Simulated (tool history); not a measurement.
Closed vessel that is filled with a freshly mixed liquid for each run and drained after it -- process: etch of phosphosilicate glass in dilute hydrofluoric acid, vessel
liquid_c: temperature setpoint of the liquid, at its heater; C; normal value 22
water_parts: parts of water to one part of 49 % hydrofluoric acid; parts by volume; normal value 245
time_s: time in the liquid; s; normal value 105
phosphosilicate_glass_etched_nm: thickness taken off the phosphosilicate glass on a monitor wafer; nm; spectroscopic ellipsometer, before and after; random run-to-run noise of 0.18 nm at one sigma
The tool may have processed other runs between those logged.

run    hour  liquid_c  water_parts  time_s  wafers since the last listed run  hours since the thermometer was replaced  hours since the hydrofluoric acid flow meter was replaced  hours since the gauge calibration  read-back film thickness of the phosphosilicate glass reference wafer, read on the same gauge (nm)  phosphosilicate_glass_etched_nm
  1       0        22          245     105                                 0                                     226.4                                                       40.4                              973.3                                                                                               90.02                            27.48
  2    25.7        22          245     105                              2446                                     252.1                                                       66.1                                999                                                                                               90.01                             27.4
  3    52.1        22          245      90                              2512                                     278.5                                                       92.5                             1025.4                                                                                                  90                             23.6
  4   103.7        22          245      90                              4911                                     330.1                                                      144.1                               1077                                                                                               89.95                            23.41
  5   160.1        22          245      90                              5368                                     386.5                                                      200.5                             1133.4                                                                                               89.99                            23.59
  6   217.5        22          245      85                              5463                                     443.9                                                      257.9                             1190.8                                                                                               89.99                            21.69
  7   286.1        22          245      85                              6529                                     512.5                                                      326.5                             1259.4                                                                                               90.01                            21.87
  8   464.2        22          245     105                             16952                                     690.6                                                      504.6                             1437.5                                                                                               89.99                            26.79
      523.1  -- hydrofluoric acid flow meter replaced
  9   529.8        22          245     105                              6148                                     756.2                                                        6.7                             1503.1                                                                                               90.03                            26.35
 10   595.4        22          340     105                              6243                                     821.8                                                       72.3                             1568.7                                                                                               89.99                            17.68
 11   649.5        22          340     105                              5149                                     875.9                                                      126.4                             1622.8                                                                                                  90                            17.47
 12   700.6        22          340     105                              4863                                       927                                                      177.5                             1673.9                                                                                               89.98                            17.54
 13   753.8        22          245     105                              5063                                     980.2                                                      230.7                             1727.1                                                                                                  90                            25.98
      909.2  -- thermometer replaced
 14   936.8        22          245     105                             17323                                      27.6                                                      413.7                             1910.1                                                                                               89.98                            27.75
 15  1000.4        22          310     125                              6053                                      91.2                                                      477.3                             1973.7                                                                                                  90                            24.48
 16  1024.8        22          150     125                              2322                                     115.6                                                      501.7                             1998.1                                                                                               89.99                            59.27
 17  1062.6        22          245     105                              3597                                     153.4                                                      539.5                             2035.9                                                                                               89.97                            27.79
 18  1097.7        22          245      75                              3340                                     188.5                                                      574.6                               2071                                                                                               90.03                            19.93
     1142.9  -- hydrofluoric acid flow meter replaced
 19  1143.4      24.5          160     155                              4254                                     234.2                                                        0.5                             2116.7                                                                                               90.01                            74.01
 20  1174.8        22          245     105                              2988                                     265.6                                                       31.9                             2148.1                                                                                               89.97                            27.26
     1175.1  -- gauge calibrated
 21  1238.1        19          245      90                              6025                                     328.9                                                       95.2                                 63                                                                                               89.99                            20.76
 22  1263.1        25          355     160                              2379                                     353.9                                                      120.2                                 88                                                                                               90.02                            28.47
 23    1301        22          245     105                              3607                                     391.8                                                      158.1                              125.9                                                                                                  90                            26.69
 24  1429.7        22          245     105                             12249                                     520.5                                                      286.8                              254.6                                                                                               89.96                            27.03
 25  1481.3        22          245     105                              4911                                     572.1                                                      338.4                              306.2                                                                                               90.03                            26.68
 26  1550.8        22          290      75                              6615                                     641.6                                                      407.9                              375.7                                                                                               90.02                            15.54
 27  1584.4        22          245     105                              3198                                     675.2                                                      441.5                              409.3                                                                                               90.01                            26.87
 28  1638.2        24          195      80                              5120                                       729                                                      495.3                              463.1                                                                                                  90                             28.7
 29  1679.7      19.5          245     160                              3950                                     770.5                                                      536.8                              504.6                                                                                               89.99                            36.92
 30  1709.3        19          345     105                              2817                                     800.1                                                      566.4                              534.2                                                                                                  90                            15.54
     1750.7  -- hydrofluoric acid flow meter replaced
 31  1760.5      20.5          340      65                              4778                                     851.3                                                        9.8                              585.4                                                                                               89.99                            10.19
 32  1801.5        22          190      80                              3902                                     892.3                                                       50.8                              626.4                                                                                                  90                            27.21
 33    1846        22          245     105                              4235                                     936.8                                                       95.3                              670.9                                                                                               90.01                            26.51

Hidden condition of the tool, last listed run before each entry between runs versus first listed run after:
In the gap between runs 8 and 9: hydrofluoric acid flow meter replaced (hour 523.1)
  liquid colder than its thermometer reads (K): 1.17 -> 1.28
  difference, measured minus the result without the unlogged condition, phosphosilicate_glass_etched_nm: -1.18 -> -1.28 nm
In the gap between runs 13 and 14: thermometer replaced (hour 909.2)
  liquid colder than its thermometer reads (K): 1.65 -> 0.266
  difference, measured minus the result without the unlogged condition, phosphosilicate_glass_etched_nm: -1.64 -> -0.28 nm
In the gap between runs 18 and 19: hydrofluoric acid flow meter replaced (hour 1142.9)
  liquid colder than its thermometer reads (K): 0.534 -> 0.611
  difference, measured minus the result without the unlogged condition, phosphosilicate_glass_etched_nm: -0.4 -> -1.73 nm
In the gap between runs 20 and 21: gauge calibrated (hour 1175.1)
  liquid colder than its thermometer reads (K): 0.663 -> 0.768
  difference, measured minus the result without the unlogged condition, phosphosilicate_glass_etched_nm: -0.67 -> -0.62 nm
In the gap between runs 30 and 31: hydrofluoric acid flow meter replaced (hour 1750.7)
  liquid colder than its thermometer reads (K): 1.55 -> 1.64
  difference, measured minus the result without the unlogged condition, phosphosilicate_glass_etched_nm: -0.9 -> -0.62 nm
